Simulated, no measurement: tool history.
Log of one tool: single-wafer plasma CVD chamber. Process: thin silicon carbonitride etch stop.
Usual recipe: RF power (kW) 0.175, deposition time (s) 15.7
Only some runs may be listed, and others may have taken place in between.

run	hour	RF power (kW)	deposition time (s)	wafers since the last listed run	hours since the last thermocouple change	hours since the last RF generator calibration	hours since the showerhead was replaced	hours since the gauge calibration	read-back reference wafer on the same gauge, thickness_nm	mean film thickness on the monitor wafer (Å)
1	0.0	0.165	17.7	0	2070.0	1424.1	3085.0	57.1	9.219	97.47
2	12.0	0.165	17.7	287	2082.0	1436.1	3097.0	69.1	9.216	97.37
3	32.8	0.165	17.7	499	2102.8	1456.9	3117.8	89.9	9.220	97.28
4	62.5	0.190	15.7	712	2132.5	1486.6	3147.5	119.6	9.220	88.20
5	89.0	0.190	15.7	635	2159.0	1513.1	3174.0	146.1	9.224	88.06
6	109.8	0.190	15.7	499	2179.8	1533.9	3194.8	166.9	9.225	88.21
7	125.1	0.175	15.7	367	2195.1	1549.2	3210.1	182.2	9.224	87.34
8	138.4	0.175	16.9	319	2208.4	1562.5	3223.4	195.5	9.225	93.55
9	151.0	0.175	16.9	302	2221.0	1575.1	3236.0	208.1	9.225	93.81
10	170.6	0.185	13.5	470	2240.6	1594.7	3255.6	227.7	9.226	75.49
11	183.4	0.185	13.5	307	2253.4	1607.5	3268.4	240.5	9.228	75.47
12	203.2	0.200	15.7	475	2273.2	1627.3	3288.2	260.3	9.234	89.10
13	217.2	0.200	15.7	335	2287.2	1641.3	3302.2	274.3	9.232	89.00
14	234.3	0.200	15.7	410	2304.3	1658.4	3319.3	291.4	9.237	89.11
15	248.6	0.165	13.1	343	2318.6	1672.7	3333.6	305.7	9.237	72.19
16	266.9	0.160	15.7	439	2336.9	1691.0	3351.9	324.0	9.239	86.21
17	282.8	0.175	12.8	381	2352.8	1706.9	3367.8	339.9	9.237	71.21
# hour 314.6: RF generator calibrated
18	318.0	0.165	17.7	652	2388.0	3.4	3403.0	375.1	9.249	97.57
19	333.5	0.210	13.0	371	2403.5	18.9	3418.5	390.6	9.252	74.45
# hour 409.7: showerhead replaced
20	410.2	0.165	18.4	1648	2480.2	95.6	0.5	467.3	9.265	101.25
21	425.3	0.160	15.7	362	2495.3	110.7	15.6	482.4	9.266	86.39
# hour 437.1: gauge calibrated
# hour 458.7: thermocouple changed; heater temperature recalibrated
22	459.2	0.175	16.9	621	0.5	144.6	49.5	22.1	9.219	93.57
23	470.4	0.200	17.8	268	11.7	155.8	60.7	33.3	9.222	101.01
24	494.3	0.175	15.7	573	35.6	179.7	84.6	57.2	9.219	86.99
25	518.5	0.175	15.7	580	59.8	203.9	108.8	81.4	9.215	87.14
26	549.9	0.175	15.7	753	91.2	235.3	140.2	112.8	9.221	87.20
27	561.9	0.210	13.2	287	103.2	247.3	152.2	124.8	9.222	75.21
28	584.5	0.165	18.8	542	125.8	269.9	174.8	147.4	9.226	103.47
29	600.3	0.175	14.7	379	141.6	285.7	190.6	163.2	9.222	81.59

What if the next run were any one of these 5? Each begins from the tool's condition after run 29:
A	600.7	0.185	15.7	9	142.0	286.1	191.0	163.6	?	?
B	600.7	0.140	14.4	9	142.0	286.1	191.0	163.6	?	?
C	600.7	0.165	13.9	9	142.0	286.1	191.0	163.6	?	?
D	600.7	0.195	13.8	9	142.0	286.1	191.0	163.6	?	?
E	600.7	0.150	16.8	9	142.0	286.1	191.0	163.6	?	?

run	read-back reference wafer on the same gauge, thickness_nm	mean film thickness on the monitor wafer (Å)
A	9.222	88.03
B	9.222	77.57
C	9.222	76.61
D	9.222	78.01
E	9.222	91.35
Had the tool no hidden state, the same runs would have come out as:
run	mean film thickness on the monitor wafer (Å)
A	87.99
B	77.54
C	76.58
D	77.98
E	91.31
